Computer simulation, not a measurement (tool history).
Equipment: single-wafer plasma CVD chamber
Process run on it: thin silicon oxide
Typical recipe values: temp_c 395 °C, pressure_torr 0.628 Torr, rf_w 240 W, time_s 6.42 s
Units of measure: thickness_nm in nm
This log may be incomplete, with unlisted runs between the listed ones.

run,hour,temp_c,pressure_torr,rf_w,time_s,"read-back reference wafer on the same gauge, thickness_nm",thickness_nm
1,0.0,395,0.696,240,6.42,7.683,9.578
2,25.3,395,0.628,240,6.42,7.682,8.648
3,46.2,395,0.628,240,6.42,7.677,8.584
4,81.0,395,0.628,255,6.42,7.679,8.830
# hour 108.6: RF generator calibrated
# hour 116.8: thermocouple changed; heater temperature recalibrated
5,117.3,395,0.628,255,6.42,7.680,8.838
6,140.7,395,0.628,275,6.42,7.677,9.064
# hour 152.7: capacitance manometer re-zeroed and calibrated
7,158.7,395,0.628,275,6.42,7.685,8.710
8,177.5,395,0.628,240,6.42,7.676,8.206
9,211.6,395,0.628,240,6.42,7.683,8.257
10,244.2,395,0.628,240,6.42,7.678,8.193
11,274.1,395,0.628,240,6.42,7.685,8.172
# hour 296.4: capacitance manometer re-zeroed and calibrated, repeated, since the last time left the tool worse
12,296.9,402,0.682,240,6.42,7.680,9.858
# hour 302.8: gauge calibrated
13,309.8,400,0.474,280,6.42,7.681,7.308
14,323.7,395,0.628,240,6.42,7.676,9.125
15,344.3,409,0.473,240,6.42,7.677,6.790
16,376.0,390,0.766,210,6.42,7.679,10.512
17,412.8,395,0.628,240,7.18,7.677,10.251
18,427.6,395,0.628,275,6.42,7.679,9.631
19,453.0,399,0.727,230,7.61,7.680,12.180
20,472.3,395,0.628,240,6.42,7.672,9.119
# hour 486.3: showerhead replaced
21,505.5,403,0.628,240,6.42,7.676,9.018
22,536.5,395,0.628,240,6.42,7.686,9.102
23,551.7,381,0.490,275,5.82,7.685,6.862
24,581.8,400,0.529,240,6.42,7.683,7.543
25,610.8,382,0.628,265,5.35,7.684,7.953
26,623.7,395,0.680,240,6.42,7.678,9.872
27,659.4,404,0.477,285,5.86,7.684,6.672
28,672.3,410,0.628,240,5.34,7.680,7.468
29,694.6,395,0.628,240,6.42,7.678,9.058

Each row is a separate what-if for the run after 29, all from the same tool condition, not one after another. Results?
A,695.0,395,0.763,240,6.42,?,?
B,695.0,395,0.628,215,6.42,?,?
C,695.0,405,0.709,200,5.49,?,?
D,695.0,386,0.628,205,6.42,?,?

run,"read-back reference wafer on the same gauge, thickness_nm",thickness_nm
A,7.671,10.970
B,7.671,8.650
C,7.671,8.034
D,7.671,8.536
Without the tool's unlogged condition, the same runs would have read:
run,thickness_nm
A,11.067
B,8.733
C,8.108
D,8.617

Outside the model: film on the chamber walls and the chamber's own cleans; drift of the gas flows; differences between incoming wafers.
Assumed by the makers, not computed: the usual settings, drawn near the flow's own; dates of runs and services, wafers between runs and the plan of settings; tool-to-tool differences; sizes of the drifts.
